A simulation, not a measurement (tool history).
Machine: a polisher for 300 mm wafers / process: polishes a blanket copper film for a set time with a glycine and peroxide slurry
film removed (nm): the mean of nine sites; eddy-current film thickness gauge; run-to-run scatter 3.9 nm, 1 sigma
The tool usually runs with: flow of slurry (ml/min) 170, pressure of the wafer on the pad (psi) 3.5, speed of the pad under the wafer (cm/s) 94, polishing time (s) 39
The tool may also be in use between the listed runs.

run    hour  flow of slurry (ml/min)  pressure of the wafer on the pad (psi)  speed of the pad under the wafer (cm/s)  polishing time (s)  incoming thickness of the incoming film, nm  film removed (nm)
  1     0.0                      170                                     3.8                                       94                  44                                       1515.3              326.6
  2    55.4                      170                                     3.5                                       94                  39                                       1474.5              265.3
       74.0  -- worn pad replaced by a new one
       74.8  -- slurry nozzle cleaned
  3    94.3                      170                                     3.5                                       94                  39                                       1476.6              277.4
  4   138.7                      170                                     2.6                                       94                  39                                       1516.3              227.0
  5   184.5                      170                                     2.6                                       94                  39                                       1494.4              223.2
  6   220.9                      170                                     3.5                                       94                  39                                       1495.8              283.2
  7   281.9                      170                                     3.5                                       94                  30                                       1487.9              217.1
      460.7  -- worn pad replaced by a new one
  8   488.2                      170                                     3.5                                       94                  30                                       1503.2              206.7
      530.4  -- slurry nozzle cleaned
  9   549.3                      170                                     3.5                                       94                  39                                       1504.5              274.3
 10   601.0                      170                                     3.5                                       70                  39                                       1488.0              218.8
 11   632.4                      195                                     3.5                                       70                  39                                       1482.5              216.1
 12   683.5                      195                                     3.5                                       70                  39                                       1501.7              220.3
 13   738.6                      195                                     3.5                                       70                  39                                       1485.0              218.0
 14   765.9                      170                                     3.5                                       94                  29                                       1478.2              206.0
      792.2  -- head pressure recalibrated
 15   826.0                      170                                     3.5                                       94                  29                                       1506.5              197.3
 16   894.3                      115                                     3.5                                       86                  39                                       1506.6              238.7
      931.4  -- worn pad replaced by a new one
 17   952.2                      225                                     2.7                                      106                  47                                       1465.4              303.5
      967.3  -- slurry nozzle cleaned
 18   983.0                      195                                     3.5                                       70                  39                                       1497.8              224.0
 19  1044.5                      170                                     3.0                                      106                  29                                       1506.0              195.9
 20  1085.0                      170                                     4.2                                      106                  39                                       1493.7              349.4
 21  1145.3                      170                                     3.5                                       94                  39                                       1494.9              274.1
 22  1206.0                      195                                     3.0                                       94                  44                                       1490.1              282.1
 23  1265.5                      170                                     3.5                                       94                  39                                       1465.5              274.2
 24  1306.1                      130                                     2.4                                       74                  31                                       1477.4              130.6
 25  1338.1                      210                                     3.5                                       94                  50                                       1523.7              352.1
     1348.8  -- worn pad replaced by a new one
     1353.3  -- slurry nozzle cleaned
 26  1375.4                      170                                     3.5                                      124                  39                                       1499.0              341.8
 27  1429.4                      125                                     3.5                                       94                  52                                       1499.1              356.0
 28  1483.3                      170                                     2.9                                       94                  35                                       1470.9              215.3
 29  1522.6                      170                                     3.5                                       94                  39                                       1501.8              276.9
 30  1572.7                      170                                     3.5                                       82                  48                                       1498.1              298.4
 31  1624.5                      215                                     2.7                                       84                  39                                       1479.9              212.4
 32  1659.1                      170                                     4.5                                       82                  39                                       1465.7              297.2
 33  1712.2                      200                                     3.5                                       94                  39                                       1489.5              277.7
 34  1759.5                      150                                     3.5                                       94                  39                                       1476.6              257.2
 35  1786.1                      170                                     3.5                                       94                  39                                       1522.5              262.4
 36  1810.4                      170                                     3.5                                       94                  39                                       1494.7              260.2
     1832.4  -- slurry nozzle cleaned
     1839.1  -- worn pad replaced by a new one
 37  1866.5                      170                                     4.5                                       84                  39                                       1482.5              298.6

Some steps in film removed (nm), run to run, broken into two amounts with sign: the step expected even without the hidden condition (settings, incoming material, random variation), and the rest, left for the hidden condition together with whatever gauge scatter is not in both the measured and the hidden-condition-free result:
Hidden conditions of the tool in this case: removal rate lost through wear of the pad, %; slurry flow missing at the pad, %; deviation of the head's pressure from its setpoint, %.
Run 17 -> 18: flow of slurry (ml/min) 225 -> 195, pressure of the wafer on the pad (psi) 2.7 -> 3.5, speed of the pad under the wafer (cm/s) 106 -> 70, polishing time (s) 47 -> 39, slurry nozzle cleaned. film removed (nm) -79.5: hidden state +11.1, all else -90.6.
Run 19 -> 20: pressure of the wafer on the pad (psi) 3.0 -> 4.2, polishing time (s) 29 -> 39. film removed (nm) +153.5: hidden state -1.2, all else +154.7.
Run 23 -> 24: flow of slurry (ml/min) 170 -> 130, pressure of the wafer on the pad (psi) 3.5 -> 2.4, speed of the pad under the wafer (cm/s) 94 -> 74, polishing time (s) 39 -> 31. film removed (nm) -143.6: hidden state +1.8, all else -145.4.
Run 24 -> 25: flow of slurry (ml/min) 130 -> 210, pressure of the wafer on the pad (psi) 2.4 -> 3.5, speed of the pad under the wafer (cm/s) 74 -> 94, polishing time (s) 31 -> 50. film removed (nm) +221.5: hidden state -7.0, all else +228.5.
Run 25 -> 26: flow of slurry (ml/min) 210 -> 170, speed of the pad under the wafer (cm/s) 94 -> 124, polishing time (s) 50 -> 39, worn pad replaced by a new one, slurry nozzle cleaned. film removed (nm) -10.3: hidden state +11.1, all else -21.4.
Run 36 -> 37: pressure of the wafer on the pad (psi) 3.5 -> 4.5, speed of the pad under the wafer (cm/s) 94 -> 84, slurry nozzle cleaned, worn pad replaced by a new one. film removed (nm) +38.4: hidden state +15.2, all else +23.2.

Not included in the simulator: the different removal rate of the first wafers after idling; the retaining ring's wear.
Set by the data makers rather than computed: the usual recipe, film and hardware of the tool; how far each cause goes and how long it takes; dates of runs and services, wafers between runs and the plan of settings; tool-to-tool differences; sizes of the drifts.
